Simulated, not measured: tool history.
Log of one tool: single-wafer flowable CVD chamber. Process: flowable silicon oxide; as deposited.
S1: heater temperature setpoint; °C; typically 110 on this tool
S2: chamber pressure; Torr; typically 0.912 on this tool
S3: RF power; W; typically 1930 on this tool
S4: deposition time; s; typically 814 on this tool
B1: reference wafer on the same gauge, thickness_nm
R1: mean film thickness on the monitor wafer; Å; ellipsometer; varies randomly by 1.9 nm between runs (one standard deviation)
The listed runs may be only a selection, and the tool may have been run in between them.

{"run": 1, "hour": 0.0, "S1": 110, "S2": 1.003, "S3": 1930, "S4": 814, "B1": 328.267, "R1": 4428.2}
{"run": 2, "hour": 98.1, "S1": 110, "S2": 0.769, "S3": 1930, "S4": 814, "B1": 327.809, "R1": 3372.2}
{"run": 3, "hour": 184.6, "S1": 110, "S2": 0.769, "S3": 1930, "S4": 814, "B1": 328.357, "R1": 3336.04}
{"run": 4, "hour": 255.2, "S1": 110, "S2": 0.912, "S3": 1930, "S4": 814, "B1": 327.738, "R1": 3988.43}
{"run": 5, "hour": 330.8, "S1": 110, "S2": 0.912, "S3": 1930, "S4": 814, "B1": 327.97, "R1": 4010.9}
{"run": 6, "hour": 395.7, "S1": 110, "S2": 0.912, "S3": 1930, "S4": 814, "B1": 327.878, "R1": 3984.46}
{"run": 7, "hour": 474.0, "S1": 110, "S2": 0.912, "S3": 1930, "S4": 814, "B1": 327.728, "R1": 3988.11}
{"hour": 484.5, "done": "thermocouple changed; heater temperature recalibrated"}
{"run": 8, "hour": 544.7, "S1": 110, "S2": 0.912, "S3": 1930, "S4": 814, "B1": 328.005, "R1": 3993.75}
{"hour": 565.7, "done": "showerhead replaced"}
{"run": 9, "hour": 621.8, "S1": 110, "S2": 0.77, "S3": 1930, "S4": 814, "B1": 328.057, "R1": 3383.55}
{"run": 10, "hour": 669.9, "S1": 110, "S2": 0.77, "S3": 1930, "S4": 814, "B1": 327.866, "R1": 3372.88}
{"run": 11, "hour": 711.8, "S1": 110, "S2": 0.912, "S3": 1770, "S4": 814, "B1": 328.241, "R1": 3889.16}
{"hour": 756.1, "done": "capacitance manometer re-zeroed and calibrated"}
{"run": 12, "hour": 853.8, "S1": 110, "S2": 0.912, "S3": 1770, "S4": 814, "B1": 328.124, "R1": 3890.79}
{"hour": 906.0, "done": "RF generator calibrated"}
{"run": 13, "hour": 930.0, "S1": 110, "S2": 0.912, "S3": 1930, "S4": 773, "B1": 328.084, "R1": 3806.4}
{"run": 14, "hour": 996.2, "S1": 110, "S2": 0.912, "S3": 1930, "S4": 814, "B1": 328.236, "R1": 4005.28}
{"run": 15, "hour": 1049.7, "S1": 102, "S2": 0.912, "S3": 2045, "S4": 766, "B1": 327.828, "R1": 5158.15}
{"run": 16, "hour": 1139.6, "S1": 110, "S2": 0.912, "S3": 1930, "S4": 752, "B1": 327.962, "R1": 3721.69}
{"run": 17, "hour": 1198.3, "S1": 110, "S2": 0.848, "S3": 1930, "S4": 946, "B1": 328.232, "R1": 4307.6}
{"run": 18, "hour": 1305.8, "S1": 121, "S2": 0.912, "S3": 1930, "S4": 709, "B1": 328.101, "R1": 2366.97}
{"run": 19, "hour": 1385.5, "S1": 110, "S2": 0.912, "S3": 1930, "S4": 814, "B1": 328.087, "R1": 3995.83}
{"run": 20, "hour": 1477.3, "S1": 110, "S2": 0.912, "S3": 1930, "S4": 814, "B1": 328.089, "R1": 3972.5}
{"hour": 1499.3, "done": "thermocouple changed; heater temperature recalibrated"}
{"run": 21, "hour": 1521.7, "S1": 106, "S2": 0.912, "S3": 2310, "S4": 814, "B1": 328.084, "R1": 4793.7}
{"hour": 1541.6, "done": "gauge calibrated"}
{"run": 22, "hour": 1591.3, "S1": 119, "S2": 0.987, "S3": 1770, "S4": 769, "B1": 327.603, "R1": 2965.4}
{"run": 23, "hour": 1661.7, "S1": 119, "S2": 1.128, "S3": 1930, "S4": 814, "B1": 327.924, "R1": 3623.42}
{"run": 24, "hour": 1756.9, "S1": 124, "S2": 0.912, "S3": 1930, "S4": 759, "B1": 327.912, "R1": 2325.54}
{"run": 25, "hour": 1820.6, "S1": 110, "S2": 0.774, "S3": 2200, "S4": 672, "B1": 327.956, "R1": 2879.53}
{"run": 26, "hour": 1890.0, "S1": 110, "S2": 0.789, "S3": 1570, "S4": 742, "B1": 328.14, "R1": 3040.53}
{"run": 27, "hour": 1964.4, "S1": 117, "S2": 0.727, "S3": 1930, "S4": 814, "B1": 328.301, "R1": 2469.99}
{"run": 28, "hour": 2001.2, "S1": 124, "S2": 0.912, "S3": 1930, "S4": 759, "B1": 328.248, "R1": 2345.62}
{"run": 29, "hour": 2045.6, "S1": 110, "S2": 0.912, "S3": 1930, "S4": 960, "B1": 327.617, "R1": 4715.88}

Each row is a separate what-if for the run after 29, all from the same tool condition, not one after another. Results?
{"run": "A", "hour": 2046.2, "S1": 103, "S2": 0.912, "S3": 1930, "S4": 814, "B1": "?", "R1": "?"}
{"run": "B", "hour": 2046.2, "S1": 110, "S2": 0.912, "S3": 2240, "S4": 964, "B1": "?", "R1": "?"}
{"run": "C", "hour": 2046.2, "S1": 121, "S2": 0.912, "S3": 1930, "S4": 762, "B1": "?", "R1": "?"}

run=A B1=328.225 R1=5186.59
run=B B1=328.225 R1=4835.74
run=C B1=328.225 R1=2556.04
The same runs, with their run-to-run variation unchanged, on a tool lacking any hidden condition would have given:
run=A R1=5186.59
run=B R1=4835.74
run=C R1=2556.04
